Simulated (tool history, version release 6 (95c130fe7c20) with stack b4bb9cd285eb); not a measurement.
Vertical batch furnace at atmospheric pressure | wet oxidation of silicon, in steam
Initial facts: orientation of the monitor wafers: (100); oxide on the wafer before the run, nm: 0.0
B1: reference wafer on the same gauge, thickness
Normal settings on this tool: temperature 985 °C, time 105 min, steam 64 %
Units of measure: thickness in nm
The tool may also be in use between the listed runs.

{"run": 1, "hour": 0.0, "temperature": 985, "time": 105, "steam": 64, "B1": 384.81, "thickness": 409.6}
{"run": 2, "hour": 19.8, "temperature": 985, "time": 105, "steam": 64, "B1": 384.99, "thickness": 409.28}
{"run": 3, "hour": 32.5, "temperature": 985, "time": 105, "steam": 64, "B1": 385.24, "thickness": 406.37}
{"run": 4, "hour": 42.0, "temperature": 985, "time": 105, "steam": 64, "B1": 385.24, "thickness": 409.24}
{"hour": 49.6, "done": "gauge calibrated"}
{"run": 5, "hour": 61.4, "temperature": 985, "time": 105, "steam": 64, "B1": 385.04, "thickness": 408.49}
{"run": 6, "hour": 83.4, "temperature": 985, "time": 105, "steam": 64, "B1": 384.68, "thickness": 406.47}
{"run": 7, "hour": 97.6, "temperature": 1004, "time": 105, "steam": 64, "B1": 385.02, "thickness": 470.48}
{"run": 8, "hour": 111.1, "temperature": 1004, "time": 105, "steam": 64, "B1": 384.74, "thickness": 467.2}
{"run": 9, "hour": 124.2, "temperature": 1004, "time": 105, "steam": 64, "B1": 384.62, "thickness": 466.82}
{"run": 10, "hour": 143.1, "temperature": 985, "time": 105, "steam": 64, "B1": 385.5, "thickness": 407.15}
{"run": 11, "hour": 157.7, "temperature": 985, "time": 105, "steam": 64, "B1": 385.24, "thickness": 406.33}
{"run": 12, "hour": 175.5, "temperature": 985, "time": 105, "steam": 64, "B1": 385.18, "thickness": 405.67}
{"run": 13, "hour": 190.7, "temperature": 985, "time": 105, "steam": 64, "B1": 384.92, "thickness": 405.61}
{"run": 14, "hour": 214.6, "temperature": 985, "time": 105, "steam": 64, "B1": 385.14, "thickness": 404.19}
{"run": 15, "hour": 240.6, "temperature": 985, "time": 105, "steam": 64, "B1": 384.85, "thickness": 404.55}
{"run": 16, "hour": 263.2, "temperature": 985, "time": 105, "steam": 64, "B1": 385.23, "thickness": 403.72}
{"hour": 287.9, "done": "steam generator serviced"}
{"run": 17, "hour": 288.4, "temperature": 985, "time": 105, "steam": 64, "B1": 384.58, "thickness": 425.65}
{"run": 18, "hour": 303.1, "temperature": 985, "time": 105, "steam": 64, "B1": 385.04, "thickness": 426.78}
{"run": 19, "hour": 318.0, "temperature": 985, "time": 105, "steam": 64, "B1": 384.73, "thickness": 427.3}
{"run": 20, "hour": 335.3, "temperature": 966, "time": 54, "steam": 56, "B1": 384.81, "thickness": 194.58}
{"run": 21, "hour": 354.9, "temperature": 966, "time": 90.5, "steam": 56, "B1": 384.99, "thickness": 292.79}
{"run": 22, "hour": 366.5, "temperature": 998, "time": 105, "steam": 72, "B1": 385.1, "thickness": 507.11}
{"run": 23, "hour": 384.1, "temperature": 985, "time": 83.5, "steam": 64, "B1": 385.05, "thickness": 359.43}
{"run": 24, "hour": 405.9, "temperature": 999, "time": 69.5, "steam": 76, "B1": 385.35, "thickness": 402.6}
{"hour": 433.0, "done": "thermocouples replaced and temperature profile calibrated"}
{"run": 25, "hour": 433.5, "temperature": 961, "time": 145.5, "steam": 73, "B1": 384.85, "thickness": 482}
{"run": 26, "hour": 439.8, "temperature": 985, "time": 84.5, "steam": 69, "B1": 385.15, "thickness": 381.18}
{"run": 27, "hour": 460.3, "temperature": 972, "time": 81, "steam": 73, "B1": 385.2, "thickness": 347.75}
{"run": 28, "hour": 477.9, "temperature": 973, "time": 64, "steam": 57, "B1": 384.96, "thickness": 243.34}
{"hour": 487.7, "done": "gauge calibrated"}
{"run": 29, "hour": 488.9, "temperature": 962, "time": 131, "steam": 64, "B1": 384.68, "thickness": 408.99}
{"run": 30, "hour": 514.9, "temperature": 964, "time": 138.5, "steam": 64, "B1": 385.15, "thickness": 435.96}
{"run": 31, "hour": 534.7, "temperature": 985, "time": 78, "steam": 64, "B1": 384.66, "thickness": 341.35}
{"run": 32, "hour": 550.9, "temperature": 996, "time": 105, "steam": 64, "B1": 385.12, "thickness": 459.27}
{"run": 33, "hour": 596.1, "temperature": 972, "time": 81, "steam": 73, "B1": 385.65, "thickness": 345.58}
{"run": 34, "hour": 622.0, "temperature": 985, "time": 105, "steam": 64, "B1": 385.13, "thickness": 421.85}
{"run": 35, "hour": 647.3, "temperature": 985, "time": 105, "steam": 64, "B1": 385.32, "thickness": 421.91}

Exercise: give the hidden state of the tool at every run:
true tube temperature minus thermocouple reading, K: 0 at every run
gauge reads high (%): 0 at every run
H1: steam share off its setpoint, % of the setpoint
run=1 H1=-6.74
run=2 H1=-6.83
run=3 H1=-6.88
run=4 H1=-6.92
run=5 H1=-7
run=6 H1=-7.09
run=7 H1=-7.14
run=8 H1=-7.2
run=9 H1=-7.25
run=10 H1=-7.33
run=11 H1=-7.39
run=12 H1=-7.47
run=13 H1=-7.53
run=14 H1=-7.63
run=15 H1=-7.73
run=16 H1=-7.83
run=17 H1=-0.991
run=18 H1=-1.05
run=19 H1=-1.11
run=20 H1=-1.18
run=21 H1=-1.26
run=22 H1=-1.31
run=23 H1=-1.38
run=24 H1=-1.47
run=25 H1=-1.59
run=26 H1=-1.61
run=27 H1=-1.7
run=28 H1=-1.77
run=29 H1=-1.82
run=30 H1=-1.92
run=31 H1=-2
run=32 H1=-2.07
run=33 H1=-2.26
run=34 H1=-2.36
run=35 H1=-2.47
